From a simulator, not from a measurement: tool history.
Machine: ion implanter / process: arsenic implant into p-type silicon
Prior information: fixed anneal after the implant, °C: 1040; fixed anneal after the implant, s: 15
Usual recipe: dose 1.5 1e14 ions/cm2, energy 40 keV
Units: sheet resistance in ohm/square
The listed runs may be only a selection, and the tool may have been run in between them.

run	day	dose	energy	wafers since the last listed run	hours since the last dose calibration	hours since the extraction supply was calibrated	hours since the gauge calibration	read-back reference wafer on the same gauge, sheet resistance	sheet resistance
1	0	1.5	40	0	2004.3	4926.3	462.9	509.58	498.59
2	1.317	1.5	40	1155	2035.9	4957.9	494.5	508.92	496.13
3	1.858	1.5	40	475	2048.9	4970.9	507.5	509.61	495.09
4	5.492	1.5	36.5	3188	2136.1	5058.1	594.7	510.05	512.02
5	6.912	1.5	36.5	1246	2170.2	5092.2	628.8	510.01	504.97
6	7.696	1.5	40	687	2189	5111	647.6	510.73	498.58
# day 9.117: extraction supply calibrated
7	9.146	1.5	46	979	2223.8	0.7	682.4	510.7	487.16
8	11.396	1.5	46	1974	2277.8	54.7	736.4	510.57	486.86
9	12.412	1.5	46	892	2302.2	79.1	760.8	509.48	488.55
10	13.075	1.5	35.5	581	2318.1	95	776.7	508.97	512.81
11	14.504	1.5	35.5	1254	2352.4	129.3	811	510.21	517.47
12	18.783	1.5	40	3754	2455.1	232	913.7	509.99	500.68
13	21.646	1.5	40	2511	2523.8	300.7	982.4	509.9	501.37
# day 22.254: Faraday cup replaced and dose calibrated
14	22.938	1.33	47.5	840	16.4	331.7	1013.4	509.52	505.59
15	24.058	1.5	40	983	43.3	358.6	1040.3	510.5	479.56
16	24.7	1.35	44	563	58.7	374	1055.7	511.22	511.61
17	25.958	1.34	46.5	1104	88.9	404.2	1085.9	510.6	506.72
18	27.133	1.5	40	1031	117.1	432.4	1114.1	509.2	478.2
19	28.346	1.07	51.5	1063	146.2	461.5	1143.2	509.91	577.86
20	29.75	1.5	40	1232	179.9	495.2	1176.9	510.08	482.05
# day 30.883: gauge calibrated
21	31.012	1.5	40	1107	210.2	525.5	3.1	510.49	479.94
22	31.562	1.25	35	482	223.4	538.7	16.3	509.01	557.13
23	32.879	1.5	30	1155	255	570.3	47.9	510.09	510.31
24	33.746	1.62	48.5	760	275.8	591.1	68.7	509.91	445.05
25	34.775	1.5	45	903	300.5	615.8	93.4	510.72	470.66
26	35.488	1.5	40	625	317.6	632.9	110.5	509.6	477.81
27	36.833	1.62	36	1180	349.9	665.2	142.8	509.06	465.32
28	37.738	1.5	40	793	371.6	686.9	164.5	510.71	480.65
29	39.004	1.5	51.5	1111	402	717.3	194.9	509.42	462.79
30	40.267	1.5	45.5	1107	432.3	747.6	225.2	510.48	473.35
31	41.754	1.5	40	1305	468	783.3	260.9	510.19	483.88
32	42.829	1.5	40	943	493.8	809.1	286.7	509.48	484.75
33	43.867	1.31	51	910	518.7	834	311.6	509.43	509.22
34	44.383	1.63	51	453	531.1	846.4	324	511.07	436.99
35	45.708	1.5	40	1162	562.9	878.2	355.8	510.26	481.6
36	46.692	1.66	26	862	586.5	901.8	379.4	508.9	483.34
37	47.45	1.5	40	665	604.7	920	397.6	510.13	482.25
38	48.054	1.08	40	530	619.2	934.5	412.1	509.75	604.48

Subtracting, for every run, the result it would have given without the tool's unlogged condition from the measured result gives the following. The same run-to-run variation enters both numbers; the gauge's scatter may not:
What the log doesn't record here: deviation of the true dose from the Faraday cup's reading, %; deviation of the true energy from its setpoint, %; gauge reads high (%).
run	sheet resistance
1	+14.25
2	+14.58
3	+14.71
4	+16.5
5	+16.75
6	+16.67
7	+16.58
8	+17.3
9	+17.69
10	+19.2
11	+19.9
12	+20.63
13	+21.73
14	-0.29
15	-0.28
16	-0.29
17	-0.27
18	-0.25
19	-0.26
20	-0.2
21	-0.16
22	-0.17
23	-0.1
24	-0.05
25	-0.02
26	+0.01
27	+0.08
28	+0.12
29	+0.19
30	+0.26
31	+0.36
32	+0.44
33	+0.52
34	+0.5
35	+0.66
36	+0.77
37	+0.81
38	+1.03

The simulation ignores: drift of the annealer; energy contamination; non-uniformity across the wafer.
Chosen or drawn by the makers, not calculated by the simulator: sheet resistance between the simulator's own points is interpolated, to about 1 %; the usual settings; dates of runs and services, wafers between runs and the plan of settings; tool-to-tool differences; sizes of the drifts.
